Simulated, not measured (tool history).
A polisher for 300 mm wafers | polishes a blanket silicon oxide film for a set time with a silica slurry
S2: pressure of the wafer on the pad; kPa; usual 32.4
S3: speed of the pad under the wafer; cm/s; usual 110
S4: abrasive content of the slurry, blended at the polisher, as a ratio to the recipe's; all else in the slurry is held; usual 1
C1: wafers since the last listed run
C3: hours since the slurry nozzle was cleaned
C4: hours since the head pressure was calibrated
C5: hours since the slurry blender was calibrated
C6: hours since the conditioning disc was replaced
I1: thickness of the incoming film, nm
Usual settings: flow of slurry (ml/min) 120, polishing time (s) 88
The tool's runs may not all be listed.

{"run": 1, "hour": 0.0, "flow of slurry (ml/min)": 120, "S2": 32.4, "S3": 110, "S4": 1, "polishing time (s)": 88, "C1": 0, "wafers polished on this pad": 453, "C3": 103.4, "C4": 811.6, "C5": 415.1, "C6": 213.8, "I1": 1829.2, "film removed (nm)": 256.7}
{"hour": 12.4, "done": "slurry blender recalibrated"}
{"run": 2, "hour": 17.4, "flow of slurry (ml/min)": 120, "S2": 32.4, "S3": 110, "S4": 1, "polishing time (s)": 88, "C1": 168, "wafers polished on this pad": 622, "C3": 120.8, "C4": 829, "C5": 5, "C6": 231.2, "I1": 1833.7, "film removed (nm)": 296.2}
{"run": 3, "hour": 31.2, "flow of slurry (ml/min)": 120, "S2": 32.4, "S3": 110, "S4": 1, "polishing time (s)": 88, "C1": 151, "wafers polished on this pad": 773, "C3": 134.6, "C4": 842.8, "C5": 18.8, "C6": 245, "I1": 1844.4, "film removed (nm)": 299.5}
{"run": 4, "hour": 62.0, "flow of slurry (ml/min)": 120, "S2": 32.4, "S3": 110, "S4": 1, "polishing time (s)": 88, "C1": 337, "wafers polished on this pad": 1111, "C3": 165.4, "C4": 873.6, "C5": 49.6, "C6": 275.8, "I1": 1826.7, "film removed (nm)": 288.8}
{"hour": 86.5, "done": "worn pad replaced by a new one"}
{"run": 5, "hour": 95.1, "flow of slurry (ml/min)": 120, "S2": 32.4, "S3": 110, "S4": 1, "polishing time (s)": 88, "C1": 319, "wafers polished on this pad": 93, "C3": 198.5, "C4": 906.7, "C5": 82.7, "C6": 308.9, "I1": 1824.7, "film removed (nm)": 293.5}
{"run": 6, "hour": 190.0, "flow of slurry (ml/min)": 120, "S2": 32.4, "S3": 110, "S4": 1, "polishing time (s)": 88, "C1": 1040, "wafers polished on this pad": 1134, "C3": 293.4, "C4": 1001.6, "C5": 177.6, "C6": 403.8, "I1": 1815.5, "film removed (nm)": 287.1}
{"run": 7, "hour": 210.4, "flow of slurry (ml/min)": 120, "S2": 32.4, "S3": 110, "S4": 1, "polishing time (s)": 88, "C1": 223, "wafers polished on this pad": 1357, "C3": 313.8, "C4": 1022, "C5": 198, "C6": 424.2, "I1": 1836.5, "film removed (nm)": 283.4}
{"hour": 222.4, "done": "worn pad replaced by a new one"}
{"run": 8, "hour": 227.5, "flow of slurry (ml/min)": 120, "S2": 32.4, "S3": 110, "S4": 1.2, "polishing time (s)": 88, "C1": 143, "wafers polished on this pad": 55, "C3": 330.9, "C4": 1039.1, "C5": 215.1, "C6": 441.3, "I1": 1803.1, "film removed (nm)": 289.4}
{"hour": 234.4, "done": "slurry nozzle cleaned"}
{"run": 9, "hour": 242.7, "flow of slurry (ml/min)": 100, "S2": 32.4, "S3": 110, "S4": 1, "polishing time (s)": 88, "C1": 155, "wafers polished on this pad": 211, "C3": 8.3, "C4": 1054.3, "C5": 230.3, "C6": 456.5, "I1": 1836.2, "film removed (nm)": 269.4}
{"run": 10, "hour": 267.6, "flow of slurry (ml/min)": 100, "S2": 32.4, "S3": 110, "S4": 1, "polishing time (s)": 88, "C1": 273, "wafers polished on this pad": 484, "C3": 33.2, "C4": 1079.2, "C5": 255.2, "C6": 481.4, "I1": 1794.9, "film removed (nm)": 266.2}
{"run": 11, "hour": 283.2, "flow of slurry (ml/min)": 120, "S2": 32.4, "S3": 110, "S4": 1, "polishing time (s)": 88, "C1": 171, "wafers polished on this pad": 655, "C3": 48.8, "C4": 1094.8, "C5": 270.8, "C6": 497, "I1": 1815.2, "film removed (nm)": 279.2}
{"run": 12, "hour": 313.0, "flow of slurry (ml/min)": 120, "S2": 32.4, "S3": 110, "S4": 1, "polishing time (s)": 88, "C1": 326, "wafers polished on this pad": 982, "C3": 78.6, "C4": 1124.6, "C5": 300.6, "C6": 526.8, "I1": 1803, "film removed (nm)": 275.2}
{"run": 13, "hour": 326.0, "flow of slurry (ml/min)": 120, "S2": 32.4, "S3": 110, "S4": 1, "polishing time (s)": 88, "C1": 142, "wafers polished on this pad": 1124, "C3": 91.6, "C4": 1137.6, "C5": 313.6, "C6": 539.8, "I1": 1786.3, "film removed (nm)": 266.3}
{"hour": 330.3, "done": "worn pad replaced by a new one"}
{"hour": 359.3, "done": "conditioning disc replaced and pad reconditioned"}
{"hour": 359.9, "done": "slurry blender recalibrated"}
{"hour": 382.2, "done": "head pressure recalibrated"}
{"run": 14, "hour": 396.6, "flow of slurry (ml/min)": 120, "S2": 32.4, "S3": 110, "S4": 1, "polishing time (s)": 88, "C1": 679, "wafers polished on this pad": 676, "C3": 162.2, "C4": 14.4, "C5": 36.7, "C6": 37.3, "I1": 1829.9, "film removed (nm)": 290.6}
{"run": 15, "hour": 418.6, "flow of slurry (ml/min)": 100, "S2": 32.4, "S3": 98, "S4": 1, "polishing time (s)": 88, "C1": 241, "wafers polished on this pad": 917, "C3": 184.2, "C4": 36.4, "C5": 58.7, "C6": 59.3, "I1": 1835.4, "film removed (nm)": 251.8}
{"hour": 443.0, "done": "worn pad replaced by a new one"}
{"run": 16, "hour": 454.5, "flow of slurry (ml/min)": 120, "S2": 32.4, "S3": 110, "S4": 1, "polishing time (s)": 88, "C1": 349, "wafers polished on this pad": 125, "C3": 220.1, "C4": 72.3, "C5": 94.6, "C6": 95.2, "I1": 1800.8, "film removed (nm)": 284.1}
{"run": 17, "hour": 473.5, "flow of slurry (ml/min)": 120, "S2": 32.4, "S3": 110, "S4": 1, "polishing time (s)": 88, "C1": 208, "wafers polished on this pad": 334, "C3": 239.1, "C4": 91.3, "C5": 113.6, "C6": 114.2, "I1": 1780.3, "film removed (nm)": 289.3}
{"run": 18, "hour": 494.5, "flow of slurry (ml/min)": 120, "S2": 27.6, "S3": 92, "S4": 1, "polishing time (s)": 88, "C1": 230, "wafers polished on this pad": 564, "C3": 260.1, "C4": 112.3, "C5": 134.6, "C6": 135.2, "I1": 1834.5, "film removed (nm)": 225.4}
{"run": 19, "hour": 525.7, "flow of slurry (ml/min)": 160, "S2": 40.7, "S3": 110, "S4": 1.1, "polishing time (s)": 88, "C1": 342, "wafers polished on this pad": 906, "C3": 291.3, "C4": 143.5, "C5": 165.8, "C6": 166.4, "I1": 1835.4, "film removed (nm)": 368.5}
{"run": 20, "hour": 542.5, "flow of slurry (ml/min)": 120, "S2": 42.1, "S3": 78, "S4": 1, "polishing time (s)": 88, "C1": 184, "wafers polished on this pad": 1090, "C3": 308.1, "C4": 160.3, "C5": 182.6, "C6": 183.2, "I1": 1826.6, "film removed (nm)": 282.1}
{"run": 21, "hour": 565.6, "flow of slurry (ml/min)": 120, "S2": 35.9, "S3": 110, "S4": 1.25, "polishing time (s)": 119, "C1": 253, "wafers polished on this pad": 1343, "C3": 331.2, "C4": 183.4, "C5": 205.7, "C6": 206.3, "I1": 1839.7, "film removed (nm)": 426.4}
{"hour": 571.3, "done": "slurry nozzle cleaned"}
{"hour": 580.9, "done": "worn pad replaced by a new one"}
{"run": 22, "hour": 588.7, "flow of slurry (ml/min)": 130, "S2": 32.4, "S3": 110, "S4": 0.85, "polishing time (s)": 104, "C1": 198, "wafers polished on this pad": 85, "C3": 17.4, "C4": 206.5, "C5": 228.8, "C6": 229.4, "I1": 1820.8, "film removed (nm)": 312.3}
{"run": 23, "hour": 614.3, "flow of slurry (ml/min)": 120, "S2": 32.4, "S3": 140, "S4": 1.1, "polishing time (s)": 88, "C1": 280, "wafers polished on this pad": 365, "C3": 43, "C4": 232.1, "C5": 254.4, "C6": 255, "I1": 1797.8, "film removed (nm)": 331.1}
{"run": 24, "hour": 627.5, "flow of slurry (ml/min)": 85, "S2": 32.4, "S3": 98, "S4": 1, "polishing time (s)": 88, "C1": 144, "wafers polished on this pad": 510, "C3": 56.2, "C4": 245.3, "C5": 267.6, "C6": 268.2, "I1": 1811.1, "film removed (nm)": 227.5}

3 ways to go on from here, each from the tool as it stands after run 24. What would each give?
{"run": "A", "hour": 628.0, "flow of slurry (ml/min)": 120, "S2": 32.4, "S3": 94, "S4": 1, "polishing time (s)": 88, "C1": 5, "wafers polished on this pad": 516, "C3": 56.7, "C4": 245.8, "C5": 268.1, "C6": 268.7, "I1": 1823.9, "film removed (nm)": "?"}
{"run": "B", "hour": 628.0, "flow of slurry (ml/min)": 95, "S2": 41.4, "S3": 134, "S4": 1, "polishing time (s)": 98, "C1": 5, "wafers polished on this pad": 516, "C3": 56.7, "C4": 245.8, "C5": 268.1, "C6": 268.7, "I1": 1823.9, "film removed (nm)": "?"}
{"run": "C", "hour": 628.0, "flow of slurry (ml/min)": 120, "S2": 32.4, "S3": 110, "S4": 0.9, "polishing time (s)": 97, "C1": 5, "wafers polished on this pad": 516, "C3": 56.7, "C4": 245.8, "C5": 268.1, "C6": 268.7, "I1": 1823.9, "film removed (nm)": "?"}

run=A film_removed_(nm)=244.3
run=B film_removed_(nm)=387.2
run=C film_removed_(nm)=285.1
Without the tool's hidden state the same runs would have given:
run=A film_removed_(nm)=267.1
run=B film_removed_(nm)=423.4
run=C film_removed_(nm)=312.7

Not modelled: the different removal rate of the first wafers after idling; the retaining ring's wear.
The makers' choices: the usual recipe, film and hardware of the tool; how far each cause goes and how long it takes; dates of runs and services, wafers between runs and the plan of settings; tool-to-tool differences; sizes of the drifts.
